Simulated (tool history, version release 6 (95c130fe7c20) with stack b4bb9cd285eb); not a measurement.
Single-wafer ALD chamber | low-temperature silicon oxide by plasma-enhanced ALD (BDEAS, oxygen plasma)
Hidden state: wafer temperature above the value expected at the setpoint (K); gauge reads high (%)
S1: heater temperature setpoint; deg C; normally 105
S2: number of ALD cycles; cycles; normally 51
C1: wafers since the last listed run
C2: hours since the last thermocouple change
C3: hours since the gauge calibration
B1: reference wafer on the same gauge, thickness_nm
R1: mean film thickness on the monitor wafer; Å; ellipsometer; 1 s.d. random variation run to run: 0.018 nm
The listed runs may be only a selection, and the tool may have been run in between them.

run    hour   S1  S2    C1      C2      C3     B1     R1
  1       0  115  51     0  1208.8  1150.4  5.993  69.37
      276.8  -- thermocouple changed; heater temperature recalibrated
  2   306.2  115  51  2145    29.4  1456.6   5.99  68.69
  3   349.7   98  51   312    72.9  1500.1   5.99  71.26
  4   430.7   98  51   582   153.9  1581.1  5.995  71.05
  5   486.6   98  51   402   209.8    1637  5.981  71.17
  6   579.1  105  48   665   302.3  1729.5  5.997  66.04
  7   665.5  111  51   621   388.7  1815.9  5.989  69.63
  8   771.8  105  51   764     495  1922.2  5.984  70.65
  9   863.6  105  51   660   586.8    2014  5.991  70.39
 10   915.5  105  51   373   638.7  2065.9  5.986  70.57
 11  1015.1   93  51   716   738.3  2165.5  5.994  72.81
 12  1318.5  105  47  2182  1041.7  2468.9  5.996  65.15
 13  1354.6  105  47   259  1077.8    2505  5.988  65.14
     1378.5  -- gauge calibrated
 14  1394.6  105  51   287  1117.8    16.1  5.989  70.29
 15  1491.1  105  51   694  1214.3   112.6   5.99   70.5
 16  1555.9  114  47   466  1279.1   177.4  5.984  64.52
 17  1652.2  105  45   692  1375.4   273.7  5.983  62.42
 18  1707.4  105  57   397  1430.6   328.9  5.994  79.03
     1743.9  -- thermocouple changed; heater temperature recalibrated
 19  1801.7  105  51   620    57.8   423.2  5.986  70.19
 20    1839  105  51   268    95.1   460.5  5.988   70.3
 21  1911.4  105  51   520   167.5   532.9      6  70.18
 22  1961.5  111  44   360   217.6     583  5.985  60.03
 23  2053.9  111  55   664     310   675.4  5.991  74.89
 24  2145.1  105  42   656   401.2   766.6  5.985  57.87
 25  2235.5   94  42   650   491.6     857  5.989  59.49
 26  2298.5  105  44   453   554.6     920  5.986  60.67
 27  2379.2   96  51   580   635.3  1000.7  5.988  71.95
 28  2476.8  116  51   702   732.9  1098.3   5.99  69.19
 29  2545.7  105  51   495   801.8  1167.2  5.985  70.39
 30  2776.1  109  59  1657  1032.2  1397.6  5.988  81.41
 31    2825  105  54   351  1081.1  1446.5  5.999     75

For each run, what was the tool's unlogged condition?
gauge reads high (%): 0 on each run
H1: wafer temperature above the value expected at the setpoint (K)
run      H1
  1   -5.46
  2  -0.474
  3  -0.654
  4  -0.988
  5   -1.22
  6    -1.6
  7   -1.96
  8   -2.39
  9   -2.77
 10   -2.99
 11    -3.4
 12   -4.65
 13    -4.8
 14   -4.96
 15   -5.36
 16   -5.63
 17   -6.02
 18   -6.25
 19  -0.473
 20  -0.627
 21  -0.925
 22   -1.13
 23   -1.51
 24   -1.89
 25   -2.26
 26   -2.52
 27   -2.85
 28   -3.26
 29   -3.54
 30   -4.49
 31   -4.69
